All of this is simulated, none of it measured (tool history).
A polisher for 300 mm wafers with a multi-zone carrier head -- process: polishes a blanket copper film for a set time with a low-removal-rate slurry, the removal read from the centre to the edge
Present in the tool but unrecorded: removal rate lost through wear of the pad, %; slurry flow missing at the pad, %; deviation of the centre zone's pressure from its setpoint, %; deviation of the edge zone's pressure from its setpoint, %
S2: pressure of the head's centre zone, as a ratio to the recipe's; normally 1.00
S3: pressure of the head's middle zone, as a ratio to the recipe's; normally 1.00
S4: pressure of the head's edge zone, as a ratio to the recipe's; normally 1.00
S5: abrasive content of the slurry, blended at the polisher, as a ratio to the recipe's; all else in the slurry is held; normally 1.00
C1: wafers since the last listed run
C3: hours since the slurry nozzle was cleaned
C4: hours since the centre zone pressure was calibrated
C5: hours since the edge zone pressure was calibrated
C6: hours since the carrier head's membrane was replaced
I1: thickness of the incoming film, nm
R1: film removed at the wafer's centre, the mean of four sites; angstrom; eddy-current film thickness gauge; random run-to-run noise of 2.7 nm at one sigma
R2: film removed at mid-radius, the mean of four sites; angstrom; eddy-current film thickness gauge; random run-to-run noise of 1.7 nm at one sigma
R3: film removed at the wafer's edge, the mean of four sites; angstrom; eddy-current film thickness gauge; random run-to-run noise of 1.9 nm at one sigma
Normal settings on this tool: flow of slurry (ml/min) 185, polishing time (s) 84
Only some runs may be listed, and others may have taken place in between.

Run 1, hour 0.0: usual settings but S3 1.05; C1 0; wafers polished on this pad 3058; C3 215.0; C4 453.5; C5 76.7; C6 586.3; I1 1349.4. Result: R1 2077 angstrom, R2 2138 angstrom, R3 2174 angstrom.
At hour 30.4: worn pad replaced by a new one.
Run 2, hour 74.3: usual settings but polishing time (s) 99; C1 371; wafers polished on this pad 231; C3 289.3; C4 527.8; C5 151.0; C6 660.6; I1 1358.2. Result: R1 2482 angstrom, R2 2417 angstrom, R3 2554 angstrom.
Run 3, hour 116.9: usual settings; C1 225; wafers polished on this pad 457; C3 331.9; C4 570.4; C5 193.6; C6 703.2; I1 1376.9. Result: R1 2002 angstrom, R2 2067 angstrom, R3 2170 angstrom.
At hour 164.0: carrier head's membrane replaced by a new one.
Run 4, hour 209.2: usual settings but flow of slurry (ml/min) 235; C1 461; wafers polished on this pad 918; C3 424.2; C4 662.7; C5 285.9; C6 45.2; I1 1363.5. Result: R1 2120 angstrom, R2 2093 angstrom, R3 2231 angstrom.
Run 5, hour 285.1: usual settings; C1 401; wafers polished on this pad 1319; C3 500.1; C4 738.6; C5 361.8; C6 121.1; I1 1361.5. Result: R1 2049 angstrom, R2 2047 angstrom, R3 2157 angstrom.
Run 6, hour 349.4: usual settings but S4 0.97; C1 339; wafers polished on this pad 1659; C3 564.4; C4 802.9; C5 426.1; C6 185.4; I1 1392.6. Result: R1 2006 angstrom, R2 2061 angstrom, R3 2101 angstrom.
Run 7, hour 396.7: usual settings but S2 0.89; C1 249; wafers polished on this pad 1909; C3 611.7; C4 850.2; C5 473.4; C6 232.7; I1 1384.1. Result: R1 1800 angstrom, R2 2072 angstrom, R3 2166 angstrom.
Run 8, hour 449.2: usual settings but S2 1.08, S3 0.96; C1 277; wafers polished on this pad 2186; C3 664.2; C4 902.7; C5 525.9; C6 285.2; I1 1382.4. Result: R1 2088 angstrom, R2 1965 angstrom, R3 2177 angstrom.
Run 9, hour 509.8: usual settings but S2 1.05, polishing time (s) 105; C1 320; wafers polished on this pad 2507; C3 724.8; C4 963.3; C5 586.5; C6 345.8; I1 1360.2. Result: R1 2531 angstrom, R2 2579 angstrom, R3 2724 angstrom.
At hour 572.5: slurry nozzle cleaned.
Run 10, hour 615.0: usual settings but S2 1.12, S3 0.95, S4 1.08, S5 1.10; C1 550; wafers polished on this pad 3058; C3 42.5; C4 1068.5; C5 691.7; C6 451.0; I1 1374.3. Result: R1 2298 angstrom, R2 2012 angstrom, R3 2301 angstrom.
At hour 660.7: centre zone pressure recalibrated.
Run 11, hour 692.2: usual settings but S3 0.95, S4 0.91, S5 0.85, polishing time (s) 100; C1 397; wafers polished on this pad 3455; C3 119.7; C4 31.5; C5 768.9; C6 528.2; I1 1383.9. Result: R1 2427 angstrom, R2 2259 angstrom, R3 2376 angstrom.
At hour 718.8: worn pad replaced by a new one.
Run 12, hour 796.6: usual settings; C1 530; wafers polished on this pad 411; C3 224.1; C4 135.9; C5 873.3; C6 632.6; I1 1368.2. Result: R1 2098 angstrom, R2 2076 angstrom, R3 2155 angstrom.
Run 13, hour 843.9: usual settings; C1 249; wafers polished on this pad 661; C3 271.4; C4 183.2; C5 920.6; C6 679.9; I1 1348.8. Result: R1 2057 angstrom, R2 2063 angstrom, R3 2150 angstrom.
At hour 851.8: edge zone pressure recalibrated.
At hour 892.8: carrier head's membrane replaced by a new one.
Run 14, hour 900.7: usual settings but flow of slurry (ml/min) 235, S5 1.10; C1 263; wafers polished on this pad 924; C3 328.2; C4 240.0; C5 48.9; C6 7.9; I1 1397.9. Result: R1 2207 angstrom, R2 2167 angstrom, R3 2273 angstrom.
Run 15, hour 956.1: usual settings but S4 0.89, polishing time (s) 66; C1 292; wafers polished on this pad 1217; C3 383.6; C4 295.4; C5 104.3; C6 63.3; I1 1362.8. Result: R1 1624 angstrom, R2 1608 angstrom, R3 1627 angstrom.
Run 16, hour 1035.0: usual settings but S3 1.10, polishing time (s) 93; C1 417; wafers polished on this pad 1634; C3 462.5; C4 374.3; C5 183.2; C6 142.2; I1 1385.7. Result: R1 2244 angstrom, R2 2490 angstrom, R3 2394 angstrom.
Run 17, hour 1094.4: usual settings; C1 313; wafers polished on this pad 1948; C3 521.9; C4 433.7; C5 242.6; C6 201.6; I1 1346.9. Result: R1 2050 angstrom, R2 2052 angstrom, R3 2196 angstrom.
At hour 1317.2: slurry nozzle cleaned.
Run 18, hour 1386.1: usual settings but polishing time (s) 98; C1 1536; wafers polished on this pad 3484; C3 68.9; C4 725.4; C5 534.3; C6 493.3; I1 1392.6. Result: R1 2360 angstrom, R2 2410 angstrom, R3 2551 angstrom.
Run 19, hour 1443.6: usual settings but S3 1.12; C1 303; wafers polished on this pad 3788; C3 126.4; C4 782.9; C5 591.8; C6 550.8; I1 1366.9. Result: R1 1970 angstrom, R2 2257 angstrom, R3 2172 angstrom.
At hour 1501.9: worn pad replaced by a new one.
Run 20, hour 1548.3: usual settings but flow of slurry (ml/min) 135, S2 1.03; C1 532; wafers polished on this pad 245; C3 231.1; C4 887.6; C5 696.5; C6 655.5; I1 1372.5. Result: R1 1903 angstrom, R2 1954 angstrom, R3 2103 angstrom.

For each entry between runs, how does the tool's hidden state at the last listed run before it compare with that at the first listed run after it?
From run 1 to run 2: worn pad replaced by a new one (hour 30.4)
  deviation of the centre zone's pressure from its setpoint, %: -2.97 -> -3.66
  what was measured, less what the result would be without the hidden state, R1: -59 -> -89 angstrom
From run 3 to run 4: carrier head's membrane replaced by a new one (hour 164.0)
  deviation of the centre zone's pressure from its setpoint, %: -4.06 -> -4.91
  what was measured, less what the result would be without the hidden state, R1: -79 -> -103 angstrom
From run 9 to run 10: slurry nozzle cleaned (hour 572.5)
  deviation of the centre zone's pressure from its setpoint, %: -7.7 -> -8.68
  what was measured, less what the result would be without the hidden state, R1: -196 -> -202 angstrom
From run 10 to run 11: centre zone pressure recalibrated (hour 660.7)
  deviation of the centre zone's pressure from its setpoint, %: -8.68 -> -0.345
  what was measured, less what the result would be without the hidden state, R1: -202 -> -8 angstrom
From run 11 to run 12: worn pad replaced by a new one (hour 718.8)
  deviation of the centre zone's pressure from its setpoint, %: -0.345 -> -1.31
  what was measured, less what the result would be without the hidden state, R1: -8 -> -26 angstrom
From run 13 to run 14: edge zone pressure recalibrated (hour 851.8); carrier head's membrane replaced by a new one (hour 892.8)
  deviation of the centre zone's pressure from its setpoint, %: -1.75 -> -2.28
  what was measured, less what the result would be without the hidden state, R1: -34 -> -48 angstrom
From run 17 to run 18: slurry nozzle cleaned (hour 1317.2)
  deviation of the centre zone's pressure from its setpoint, %: -4.08 -> -6.78
  what was measured, less what the result would be without the hidden state, R1: -81 -> -161 angstrom
From run 19 to run 20: worn pad replaced by a new one (hour 1501.9)
  deviation of the centre zone's pressure from its setpoint, %: -7.32 -> -8.29
  what was measured, less what the result would be without the hidden state, R1: -145 -> -160 angstrom
